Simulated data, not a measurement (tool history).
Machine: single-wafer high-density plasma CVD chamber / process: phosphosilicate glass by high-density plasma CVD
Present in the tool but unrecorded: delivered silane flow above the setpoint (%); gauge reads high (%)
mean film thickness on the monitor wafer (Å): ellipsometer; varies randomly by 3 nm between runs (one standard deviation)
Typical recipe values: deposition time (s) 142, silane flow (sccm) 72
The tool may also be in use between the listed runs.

| run | hour | deposition time (s) | silane flow (sccm) | wafers since the last listed run | hours since the silane flow controller was replaced | hours since the gauge calibration | read-back reference wafer on the same gauge, thickness_nm | mean film thickness on the monitor wafer (Å) |
|---|---|---|---|---|---|---|---|---|
| 1 | 0 | 142 | 72 | 0 | 2504.5 | 143.9 | 1000.527 | 9363.67 |
| 2 | 45.1 | 142 | 72 | 663 | 2549.6 | 189 | 1000.592 | 9340.18 |
| 3 | 103.8 | 142 | 72 | 863 | 2608.3 | 247.7 | 999.964 | 9301.58 |
| 4 | 139.5 | 142 | 72 | 525 | 2644 | 283.4 | 999.419 | 9334.42 |
| 5 | 172.7 | 142 | 72 | 488 | 2677.2 | 316.6 | 999.98 | 9275.89 |
| 6 | 232.5 | 142 | 72 | 879 | 2737 | 376.4 | 999.898 | 9203.62 |
| 7 | 295 | 142 | 72 | 919 | 2799.5 | 438.9 | 1000.131 | 9233.63 |
|  | 400.4 | silane flow controller replaced |
| 8 | 415.4 | 114 | 61 | 1653 | 15 | 559.3 | 999.769 | 6685.72 |
| 9 | 479.6 | 142 | 72 | 944 | 79.2 | 623.5 | 999.483 | 9923.24 |
| 10 | 514.9 | 150 | 82 | 519 | 114.5 | 658.8 | 999.966 | 11917.94 |
| 11 | 567.1 | 142 | 72 | 767 | 166.7 | 711 | 1000.202 | 9848.81 |
|  | 586.7 | gauge calibrated |
| 12 | 612.4 | 121 | 72 | 666 | 212 | 25.7 | 999.976 | 8426.78 |
| 13 | 682 | 167 | 79 | 1023 | 281.6 | 95.3 | 999.772 | 12731.64 |
| 14 | 735.3 | 129 | 79 | 783 | 334.9 | 148.6 | 999.704 | 9820.39 |

What if the next run were any one of these 4? Each begins from the tool's condition after run 14:
| A | 735.7 | 142 | 72 | 5 | 335.3 | 149 | ? | ? |
| B | 735.7 | 152 | 67 | 5 | 335.3 | 149 | ? | ? |
| C | 735.7 | 161 | 84 | 5 | 335.3 | 149 | ? | ? |
| D | 735.7 | 159 | 85 | 5 | 335.3 | 149 | ? | ? |

| run | read-back reference wafer on the same gauge, thickness_nm | mean film thickness on the monitor wafer (Å) |
|---|---|---|
| A | 1000.086 | 9873.07 |
| B | 1000.086 | 9834.45 |
| C | 1000.086 | 13059.81 |
| D | 1000.086 | 13051.12 |
Take away the tool's hidden state, keep each run's random variation, and the runs would have read:
| run | mean film thickness on the monitor wafer (Å) |
|---|---|
| A | 9892.95 |
| B | 9854.24 |
| C | 13086.09 |
| D | 13077.38 |

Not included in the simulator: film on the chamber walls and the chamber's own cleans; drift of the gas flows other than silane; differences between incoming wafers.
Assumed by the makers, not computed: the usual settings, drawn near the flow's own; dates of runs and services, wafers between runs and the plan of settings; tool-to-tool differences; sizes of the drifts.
